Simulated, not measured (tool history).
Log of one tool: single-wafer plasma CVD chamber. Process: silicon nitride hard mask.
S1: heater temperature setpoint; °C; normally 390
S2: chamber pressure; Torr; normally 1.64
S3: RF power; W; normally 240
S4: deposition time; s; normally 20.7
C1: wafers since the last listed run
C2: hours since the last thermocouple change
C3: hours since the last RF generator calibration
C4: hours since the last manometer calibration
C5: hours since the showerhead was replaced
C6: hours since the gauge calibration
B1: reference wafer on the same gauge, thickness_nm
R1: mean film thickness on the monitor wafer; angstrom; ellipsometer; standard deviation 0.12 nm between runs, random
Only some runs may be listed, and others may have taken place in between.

run,hour,S1,S2,S3,S4,C1,C2,C3,C4,C5,C6,B1,R1
1,0.0,390,1.64,240,18.0,0,962.9,867.7,1154.7,5215.4,748.1,22.528,197.31
2,45.4,390,1.64,240,18.0,914,1008.3,913.1,1200.1,5260.8,793.5,22.542,197.02
3,76.4,390,1.64,240,18.0,624,1039.3,944.1,1231.1,5291.8,824.5,22.563,196.11
4,116.1,390,1.54,240,20.7,799,1079.0,983.8,1270.8,5331.5,864.2,22.566,221.22
5,159.2,390,1.54,240,20.7,867,1122.1,1026.9,1313.9,5374.6,907.3,22.584,218.03
6,227.5,390,1.64,240,20.7,1375,1190.4,1095.2,1382.2,5442.9,975.6,22.571,227.16
7,289.8,390,1.64,240,20.7,1254,1252.7,1157.5,1444.5,5505.2,1037.9,22.585,223.13
8,334.6,390,1.64,240,20.7,902,1297.5,1202.3,1489.3,5550.0,1082.7,22.605,224.08
9,376.4,390,1.64,240,20.7,841,1339.3,1244.1,1531.1,5591.8,1124.5,22.639,227.03
10,415.2,390,1.64,240,20.7,781,1378.1,1282.9,1569.9,5630.6,1163.3,22.625,225.92
11,464.4,390,1.64,240,20.7,990,1427.3,1332.1,1619.1,5679.8,1212.5,22.694,226.05
12,503.8,390,1.64,240,20.7,793,1466.7,1371.5,1658.5,5719.2,1251.9,22.699,224.25
13,571.1,390,1.64,240,20.7,1355,1534.0,1438.8,1725.8,5786.5,1319.2,22.721,225.50
14,624.4,390,1.64,240,20.7,1073,1587.3,1492.1,1779.1,5839.8,1372.5,22.731,224.00
15,655.1,390,1.64,240,20.7,618,1618.0,1522.8,1809.8,5870.5,1403.2,22.737,224.87
# hour 668.4: showerhead replaced
16,713.0,390,1.64,240,22.9,1004,1675.9,1580.7,1867.7,44.6,1461.1,22.757,249.36
17,761.6,390,1.64,240,24.8,978,1724.5,1629.3,1916.3,93.2,1509.7,22.746,270.46
18,792.1,390,1.64,240,20.7,614,1755.0,1659.8,1946.8,123.7,1540.2,22.787,227.71
19,827.2,384,1.64,260,20.7,706,1790.1,1694.9,1981.9,158.8,1575.3,22.759,247.13
20,870.1,390,1.64,240,20.7,863,1833.0,1737.8,2024.8,201.7,1618.2,22.775,225.06
# hour 906.3: capacitance manometer re-zeroed and calibrated
21,906.8,390,1.64,240,20.7,577,1869.7,1774.5,0.5,238.4,1654.9,22.769,229.60
22,933.3,394,1.64,285,24.5,533,1896.2,1801.0,27.0,264.9,1681.4,22.778,316.20
23,975.1,386,1.33,240,20.7,841,1938.0,1842.8,68.8,306.7,1723.2,22.809,212.47
# hour 1016.9: RF generator calibrated
# hour 1043.3: thermocouple changed; heater temperature recalibrated
# hour 1139.3: gauge calibrated
24,1155.2,404,1.24,240,20.7,3304,111.9,138.3,248.9,486.8,15.9,22.311,202.63
25,1220.1,376,1.76,280,17.3,1306,176.8,203.2,313.8,551.7,80.8,22.338,221.15
26,1432.8,390,1.89,240,24.7,4283,389.5,415.9,526.5,764.4,293.5,22.410,276.94
27,1458.3,390,1.64,200,20.7,513,415.0,441.4,552.0,789.9,319.0,22.403,185.31
28,1527.7,390,1.64,240,20.7,1397,484.4,510.8,621.4,859.3,388.4,22.454,223.21

Here are 3 independent what-if runs from the current tool condition. What would each one return?
A,1528.1,390,1.64,240,20.7,8,484.8,511.2,621.8,859.7,388.8,?,?
B,1528.1,382,1.64,215,20.7,8,484.8,511.2,621.8,859.7,388.8,?,?
C,1528.1,390,2.00,240,20.7,8,484.8,511.2,621.8,859.7,388.8,?,?

run,B1,R1
A,22.424,223.06
B,22.424,199.90
C,22.424,236.19
Without the tool's hidden state the same runs would have given:
run,R1
A,221.76
B,198.74
C,234.81
